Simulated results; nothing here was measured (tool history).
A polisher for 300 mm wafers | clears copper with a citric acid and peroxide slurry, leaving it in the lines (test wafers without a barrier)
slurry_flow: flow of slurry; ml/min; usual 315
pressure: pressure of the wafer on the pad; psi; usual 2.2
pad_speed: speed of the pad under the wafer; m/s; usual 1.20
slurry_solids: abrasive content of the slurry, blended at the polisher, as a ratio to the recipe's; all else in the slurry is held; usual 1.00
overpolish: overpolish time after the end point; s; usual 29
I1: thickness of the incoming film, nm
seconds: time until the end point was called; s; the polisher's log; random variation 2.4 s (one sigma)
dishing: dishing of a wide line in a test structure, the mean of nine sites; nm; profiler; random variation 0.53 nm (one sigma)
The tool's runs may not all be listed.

run 1 hour=0.0 | slurry_flow=315 pressure=2.2 pad_speed=1.20 slurry_solids=1.00 overpolish=29 | I1=296.7 | seconds=175.3 dishing=33.8
run 2 hour=12.8 | slurry_flow=315 pressure=2.2 pad_speed=1.20 slurry_solids=1.00 overpolish=29 | I1=292.6 | seconds=170.2 dishing=33.5
run 3 hour=19.2 | slurry_flow=315 pressure=2.2 pad_speed=1.20 slurry_solids=1.00 overpolish=29 | I1=297.1 | seconds=177.1 dishing=34.4
run 4 hour=35.2 | slurry_flow=315 pressure=2.2 pad_speed=1.20 slurry_solids=1.00 overpolish=29 | I1=291.8 | seconds=171.7 dishing=33.6
run 5 hour=48.5 | slurry_flow=315 pressure=2.2 pad_speed=1.20 slurry_solids=1.00 overpolish=29 | I1=295.1 | seconds=171.6 dishing=33.1
run 6 hour=59.1 | slurry_flow=315 pressure=2.2 pad_speed=1.20 slurry_solids=1.00 overpolish=29 | I1=289.9 | seconds=164.7 dishing=34.4
run 7 hour=73.5 | slurry_flow=315 pressure=2.2 pad_speed=1.20 slurry_solids=1.00 overpolish=29 | I1=296.3 | seconds=179.6 dishing=33.6
run 8 hour=86.1 | slurry_flow=315 pressure=2.2 pad_speed=1.20 slurry_solids=1.00 overpolish=29 | I1=293.4 | seconds=171.4 dishing=34.4
run 9 hour=110.1 | slurry_flow=315 pressure=2.2 pad_speed=1.20 slurry_solids=1.00 overpolish=29 | I1=295.8 | seconds=170.2 dishing=33.6
run 10 hour=135.3 | slurry_flow=315 pressure=2.2 pad_speed=1.20 slurry_solids=1.00 overpolish=29 | I1=295.1 | seconds=176.4 dishing=33.0
run 11 hour=149.7 | slurry_flow=315 pressure=2.2 pad_speed=1.20 slurry_solids=1.00 overpolish=29 | I1=293.5 | seconds=172.2 dishing=34.1
run 12 hour=178.0 | slurry_flow=315 pressure=2.2 pad_speed=1.20 slurry_solids=1.10 overpolish=29 | I1=300.1 | seconds=171.7 dishing=34.5
run 13 hour=190.5 | slurry_flow=315 pressure=2.2 pad_speed=1.20 slurry_solids=1.00 overpolish=29 | I1=293.1 | seconds=176.3 dishing=33.9
run 14 hour=199.5 | slurry_flow=315 pressure=2.2 pad_speed=1.56 slurry_solids=1.00 overpolish=13 | I1=296.8 | seconds=137.7 dishing=22.0
run 15 hour=207.6 | slurry_flow=315 pressure=2.2 pad_speed=1.20 slurry_solids=1.00 overpolish=43 | I1=294.0 | seconds=168.8 dishing=44.4
run 16 hour=220.1 | slurry_flow=315 pressure=2.2 pad_speed=1.20 slurry_solids=1.00 overpolish=29 | I1=295.5 | seconds=171.7 dishing=33.4
run 17 hour=229.3 | slurry_flow=315 pressure=2.6 pad_speed=1.20 slurry_solids=0.80 overpolish=29 | I1=294.2 | seconds=157.0 dishing=37.3
run 18 hour=242.0 | slurry_flow=315 pressure=1.9 pad_speed=1.04 slurry_solids=0.90 overpolish=29 | I1=293.9 | seconds=232.9 dishing=26.2
run 19 hour=249.7 | slurry_flow=315 pressure=2.2 pad_speed=1.20 slurry_solids=1.00 overpolish=29 | I1=295.4 | seconds=175.7 dishing=34.2
run 20 hour=265.5 | slurry_flow=315 pressure=2.2 pad_speed=1.20 slurry_solids=1.15 overpolish=29 | I1=290.6 | seconds=168.5 dishing=34.7
run 21 hour=282.1 | slurry_flow=315 pressure=2.2 pad_speed=1.38 slurry_solids=0.70 overpolish=44 | I1=292.9 | seconds=163.9 dishing=44.6
run 22 hour=293.8 | slurry_flow=315 pressure=2.2 pad_speed=1.20 slurry_solids=1.00 overpolish=29 | I1=292.0 | seconds=174.4 dishing=34.1
run 23 hour=307.3 | slurry_flow=315 pressure=2.2 pad_speed=1.20 slurry_solids=0.80 overpolish=23 | I1=290.0 | seconds=181.7 dishing=27.0
run 24 hour=324.1 | slurry_flow=420 pressure=2.6 pad_speed=1.20 slurry_solids=0.80 overpolish=38 | I1=297.9 | seconds=149.8 dishing=45.7
run 25 hour=331.4 | slurry_flow=240 pressure=2.2 pad_speed=1.20 slurry_solids=1.00 overpolish=36 | I1=296.9 | seconds=175.8 dishing=39.1
run 26 hour=340.3 | slurry_flow=315 pressure=2.2 pad_speed=1.20 slurry_solids=1.00 overpolish=29 | I1=294.2 | seconds=172.0 dishing=33.3
run 27 hour=355.7 | slurry_flow=315 pressure=2.2 pad_speed=1.20 slurry_solids=1.00 overpolish=29 | I1=292.2 | seconds=171.6 dishing=33.4
run 28 hour=369.2 | slurry_flow=315 pressure=2.2 pad_speed=1.20 slurry_solids=1.25 overpolish=29 | I1=289.4 | seconds=161.9 dishing=35.8
run 29 hour=377.0 | slurry_flow=315 pressure=2.2 pad_speed=1.20 slurry_solids=0.70 overpolish=29 | I1=295.3 | seconds=188.6 dishing=32.2

Taken out of this log: 6 entries between the listed runs. Where each belongs, and how the hidden state differs across it:
Between runs 7 and 8: worn pad replaced by a new one (hour 78.2)
  no hidden state differs between the two runs
Between runs 9 and 10: slurry nozzle cleaned (hour 115.1)
  no hidden state differs between the two runs
Between runs 11 and 12: slurry blender recalibrated (hour 165.1); head pressure recalibrated (hour 169.1)
  no hidden state differs between the two runs
Between runs 27 and 28: slurry blender recalibrated (hour 368.2); worn pad replaced by a new one (hour 368.7)
  no hidden state differs between the two runs
